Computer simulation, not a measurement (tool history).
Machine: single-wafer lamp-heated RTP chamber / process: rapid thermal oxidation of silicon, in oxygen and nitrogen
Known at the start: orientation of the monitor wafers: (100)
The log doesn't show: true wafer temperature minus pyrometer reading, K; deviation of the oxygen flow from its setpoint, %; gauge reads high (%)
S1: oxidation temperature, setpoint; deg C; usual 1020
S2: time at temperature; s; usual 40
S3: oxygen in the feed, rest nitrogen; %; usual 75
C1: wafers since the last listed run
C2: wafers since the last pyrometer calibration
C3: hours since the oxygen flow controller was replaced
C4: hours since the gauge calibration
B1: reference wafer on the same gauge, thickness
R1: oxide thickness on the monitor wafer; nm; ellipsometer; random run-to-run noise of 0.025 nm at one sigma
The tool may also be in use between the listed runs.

Run 1, day 0.000: usual settings but S3 67 %; C1 0; C2 3308; C3 5122.9; C4 137.9; B1 4.349. Result: R1 5.137 nm.
Run 2, day 0.667: usual settings but S3 67 %; C1 217; C2 3526; C3 5138.9; C4 153.9; B1 4.343. Result: R1 5.130 nm.
Run 3, day 1.000: usual settings but S3 67 %; C1 108; C2 3635; C3 5146.9; C4 161.9; B1 4.347. Result: R1 5.176 nm.
Run 4, day 1.396: usual settings; C1 129; C2 3764; C3 5156.4; C4 171.4; B1 4.359. Result: R1 5.346 nm.
At day 1.492: gauge calibrated.
Run 5, day 1.654: usual settings but S2 29 s, S3 88 %; C1 84; C2 3848; C3 5162.6; C4 3.9; B1 4.346. Result: R1 4.925 nm.
Run 6, day 2.221: usual settings but S2 29 s, S3 88 %; C1 185; C2 4033; C3 5176.2; C4 17.5; B1 4.338. Result: R1 4.934 nm.
Run 7, day 2.650: usual settings but S2 29 s, S3 88 %; C1 140; C2 4174; C3 5186.5; C4 27.8; B1 4.355. Result: R1 4.937 nm.
At day 3.154: oxygen flow controller replaced.
Run 8, day 3.175: usual settings; C1 62; C2 4236; C3 0.5; C4 40.4; B1 4.351. Result: R1 5.360 nm.
Run 9, day 3.367: usual settings; C1 62; C2 4299; C3 5.1; C4 45.0; B1 4.350. Result: R1 5.323 nm.
Run 10, day 3.638: usual settings; C1 88; C2 4387; C3 11.6; C4 51.5; B1 4.357. Result: R1 5.329 nm.
Run 11, day 4.288: usual settings but S2 51 s, S3 61 %; C1 212; C2 4599; C3 27.2; C4 67.1; B1 4.344. Result: R1 5.588 nm.
Run 12, day 4.958: usual settings but S2 26 s; C1 219; C2 4819; C3 43.3; C4 83.2; B1 4.351. Result: R1 4.456 nm.
Run 13, day 5.542: usual settings but S1 1038 deg C, S3 95 %; C1 190; C2 5009; C3 57.3; C4 97.2; B1 4.347. Result: R1 6.602 nm.
Run 14, day 5.883: usual settings; C1 111; C2 5121; C3 65.5; C4 105.4; B1 4.355. Result: R1 5.395 nm.
Run 15, day 6.300: usual settings; C1 136; C2 5257; C3 75.5; C4 115.4; B1 4.339. Result: R1 5.326 nm.
At day 6.983: pyrometer window cleaned and pyrometer calibrated.
Run 16, day 7.004: usual settings but S1 995 deg C, S2 25 s, S3 61 %; C1 121; C2 6; C3 92.4; C4 132.3; B1 4.343. Result: R1 3.509 nm.
Run 17, day 7.946: usual settings but S2 55 s, S3 45 %; C1 307; C2 314; C3 115.0; C4 154.9; B1 4.343. Result: R1 5.088 nm.
At day 8.200: gauge calibrated.
Run 18, day 8.475: usual settings but S1 1045 deg C; C1 172; C2 486; C3 127.7; C4 6.6; B1 4.351. Result: R1 6.388 nm.
Run 19, day 8.825: usual settings but S1 1004 deg C, S3 58 %; C1 114; C2 601; C3 136.1; C4 15.0; B1 4.347. Result: R1 4.382 nm.
Run 20, day 9.442: usual settings but S2 49 s; C1 201; C2 802; C3 150.9; C4 29.8; B1 4.341. Result: R1 5.837 nm.
Run 21, day 9.771: usual settings but S1 1007 deg C, S2 30 s, S3 98 %; C1 107; C2 910; C3 158.8; C4 37.7; B1 4.352. Result: R1 4.747 nm.
Run 22, day 10.108: usual settings but S2 50 s, S3 93 %; C1 110; C2 1020; C3 166.9; C4 45.8; B1 4.352. Result: R1 6.339 nm.
Run 23, day 10.429: usual settings but S1 1009 deg C, S2 59 s, S3 83 %; C1 104; C2 1125; C3 174.6; C4 53.5; B1 4.353. Result: R1 6.035 nm.

Below are 4 alternative next runs, each starting from the tool's condition after run 23. Predict each:
Run A, day 10.446: usual settings but S2 20 s; C1 5; C2 1130; C3 175.0; C4 53.9; B1 ?. Result: R1 ?.
Run B, day 10.446: usual settings but S1 1006 deg C; C1 5; C2 1130; C3 175.0; C4 53.9; B1 ?. Result: R1 ?.
Run C, day 10.446: usual settings but S1 1041 deg C, S3 87 %; C1 5; C2 1130; C3 175.0; C4 53.9; B1 ?. Result: R1 ?.
Run D, day 10.446: usual settings but S1 1038 deg C, S2 29 s, S3 53 %; C1 5; C2 1130; C3 175.0; C4 53.9; B1 ?. Result: R1 ?.

run     B1     R1
  A  4.350  4.014
  B  4.350  4.821
  C  4.350  6.477
  D  4.350  4.673
Take away the tool's hidden state, keep each run's random variation, and the runs would have read:
run     R1
  A  4.014
  B  4.821
  C  6.477
  D  4.673
